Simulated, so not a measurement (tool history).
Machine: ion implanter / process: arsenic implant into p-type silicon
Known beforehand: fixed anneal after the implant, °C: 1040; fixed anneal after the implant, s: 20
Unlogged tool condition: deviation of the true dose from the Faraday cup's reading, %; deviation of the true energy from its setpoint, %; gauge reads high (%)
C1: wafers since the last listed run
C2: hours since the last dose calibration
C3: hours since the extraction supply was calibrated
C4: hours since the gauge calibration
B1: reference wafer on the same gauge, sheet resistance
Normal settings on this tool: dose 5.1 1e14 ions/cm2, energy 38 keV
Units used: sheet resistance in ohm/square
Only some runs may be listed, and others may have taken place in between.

run 1 hour=0 | dose=5.1 energy=38 | C1=0 C2=1974.3 C3=5415.6 C4=70.5 | B1=173.99 | sheet_resistance=198.49
run 2 hour=24.1 | dose=5.1 energy=38 | C1=377 C2=1998.4 C3=5439.7 C4=94.6 | B1=174.08 | sheet_resistance=197.52
run 3 hour=79.2 | dose=4.1 energy=28.5 | C1=863 C2=2053.5 C3=5494.8 C4=149.7 | B1=174.02 | sheet_resistance=245.02
run 4 hour=145.3 | dose=4.1 energy=28.5 | C1=1035 C2=2119.6 C3=5560.9 C4=215.8 | B1=173.93 | sheet_resistance=243.58
run 5 hour=190.9 | dose=5.1 energy=38 | C1=714 C2=2165.2 C3=5606.5 C4=261.4 | B1=173.86 | sheet_resistance=197.6
run 6 hour=222 | dose=5.1 energy=38 | C1=487 C2=2196.3 C3=5637.6 C4=292.5 | B1=173.85 | sheet_resistance=197.99
run 7 hour=283.9 | dose=5.1 energy=38 | C1=969 C2=2258.2 C3=5699.5 C4=354.4 | B1=174.15 | sheet_resistance=199.37
run 8 hour=323 | dose=5.1 energy=38 | C1=612 C2=2297.3 C3=5738.6 C4=393.5 | B1=174.32 | sheet_resistance=198.34
run 9 hour=379.8 | dose=5.1 energy=38 | C1=889 C2=2354.1 C3=5795.4 C4=450.3 | B1=173.73 | sheet_resistance=198.55
run 10 hour=436.7 | dose=5.1 energy=38 | C1=891 C2=2411 C3=5852.3 C4=507.2 | B1=173.95 | sheet_resistance=198.89
run 11 hour=496.8 | dose=6.07 energy=38 | C1=941 C2=2471.1 C3=5912.4 C4=567.3 | B1=174.19 | sheet_resistance=173.72
-- hour=515.8 extraction supply calibrated
-- hour=611.2 Faraday cup replaced and dose calibrated
run 12 hour=611.7 | dose=6.07 energy=38 | C1=1549 C2=0.5 C3=95.9 C4=682.2 | B1=174.34 | sheet_resistance=166.56
run 13 hour=657.4 | dose=6.07 energy=38 | C1=715 C2=46.2 C3=141.6 C4=727.9 | B1=173.72 | sheet_resistance=167.74
run 14 hour=707.5 | dose=5.46 energy=35.5 | C1=784 C2=96.3 C3=191.7 C4=778 | B1=173.73 | sheet_resistance=183.91
run 15 hour=764.8 | dose=5.46 energy=35.5 | C1=897 C2=153.6 C3=249 C4=835.3 | B1=174 | sheet_resistance=183.25
run 16 hour=833.1 | dose=5.46 energy=35.5 | C1=1069 C2=221.9 C3=317.3 C4=903.6 | B1=174.26 | sheet_resistance=184.37
-- hour=882.3 gauge calibrated
run 17 hour=899.9 | dose=5.1 energy=38 | C1=1046 C2=288.7 C3=384.1 C4=17.6 | B1=174.18 | sheet_resistance=193.52
run 18 hour=947.6 | dose=5.1 energy=38 | C1=747 C2=336.4 C3=431.8 C4=65.3 | B1=173.9 | sheet_resistance=194.87
run 19 hour=998.3 | dose=4.28 energy=43 | C1=794 C2=387.1 C3=482.5 C4=116 | B1=174.05 | sheet_resistance=219
run 20 hour=1033.3 | dose=4.21 energy=38 | C1=548 C2=422.1 C3=517.5 C4=151 | B1=173.84 | sheet_resistance=224.12
run 21 hour=1100.6 | dose=3.79 energy=38 | C1=1054 C2=489.4 C3=584.8 C4=218.3 | B1=174.08 | sheet_resistance=244.7
run 22 hour=1167.6 | dose=5.68 energy=49.5 | C1=1049 C2=556.4 C3=651.8 C4=285.3 | B1=174.01 | sheet_resistance=172.74
run 23 hour=1211.1 | dose=6.15 energy=42.5 | C1=681 C2=599.9 C3=695.3 C4=328.8 | B1=173.8 | sheet_resistance=166.51
run 24 hour=1240.9 | dose=4.21 energy=38 | C1=466 C2=629.7 C3=725.1 C4=358.6 | B1=173.77 | sheet_resistance=226.9
run 25 hour=1285.6 | dose=3.66 energy=45 | C1=700 C2=674.4 C3=769.8 C4=403.3 | B1=174.26 | sheet_resistance=246.17
run 26 hour=1312.3 | dose=5.64 energy=38 | C1=418 C2=701.1 C3=796.5 C4=430 | B1=173.58 | sheet_resistance=180.43
run 27 hour=1358.8 | dose=5.1 energy=38 | C1=728 C2=747.6 C3=843 C4=476.5 | B1=174.13 | sheet_resistance=196.32
run 28 hour=1423.5 | dose=6.36 energy=25.5 | C1=1013 C2=812.3 C3=907.7 C4=541.2 | B1=173.97 | sheet_resistance=175.24
run 29 hour=1449.1 | dose=5.1 energy=38 | C1=401 C2=837.9 C3=933.3 C4=566.8 | B1=173.68 | sheet_resistance=197.21
run 30 hour=1517.2 | dose=5.81 energy=30.5 | C1=1066 C2=906 C3=1001.4 C4=634.9 | B1=173.83 | sheet_resistance=183.64
run 31 hour=1555.1 | dose=5.1 energy=38 | C1=593 C2=943.9 C3=1039.3 C4=672.8 | B1=174.01 | sheet_resistance=197.11
run 32 hour=1612.2 | dose=3.65 energy=31 | C1=894 C2=1001 C3=1096.4 C4=729.9 | B1=173.89 | sheet_resistance=261.74
run 33 hour=1636.9 | dose=5.1 energy=38 | C1=386 C2=1025.7 C3=1121.1 C4=754.6 | B1=174.08 | sheet_resistance=195.79
run 34 hour=1672.3 | dose=5.75 energy=38 | C1=554 C2=1061.1 C3=1156.5 C4=790 | B1=173.87 | sheet_resistance=179.28
run 35 hour=1739.6 | dose=5.93 energy=30.5 | C1=1054 C2=1128.4 C3=1223.8 C4=857.3 | B1=173.87 | sheet_resistance=182.84
run 36 hour=1764.6 | dose=6.31 energy=32.5 | C1=391 C2=1153.4 C3=1248.8 C4=882.3 | B1=173.99 | sheet_resistance=171.46
run 37 hour=1815.7 | dose=5.1 energy=46.5 | C1=800 C2=1204.5 C3=1299.9 C4=933.4 | B1=173.9 | sheet_resistance=191.29
run 38 hour=1875.8 | dose=5.55 energy=46 | C1=941 C2=1264.6 C3=1360 C4=993.5 | B1=173.55 | sheet_resistance=180.37

How the hidden state differs across the entries between the runs, from the last listed run before each to the first after it:
In the gap between runs 11 and 12: extraction supply calibrated (hour 515.8); Faraday cup replaced and dose calibrated (hour 611.2)
  deviation of the true dose from the Faraday cup's reading, %: -4.53 -> 0.297
  measured less the result without the state, sheet resistance: +6.03 -> -0.37 ohm/square
In the gap between runs 16 and 17: gauge calibrated (hour 882.3)
  deviation of the true dose from the Faraday cup's reading, %: -0.989 -> -1.31
  measured less the result without the state, sheet resistance: +1.4 -> +1.96 ohm/square

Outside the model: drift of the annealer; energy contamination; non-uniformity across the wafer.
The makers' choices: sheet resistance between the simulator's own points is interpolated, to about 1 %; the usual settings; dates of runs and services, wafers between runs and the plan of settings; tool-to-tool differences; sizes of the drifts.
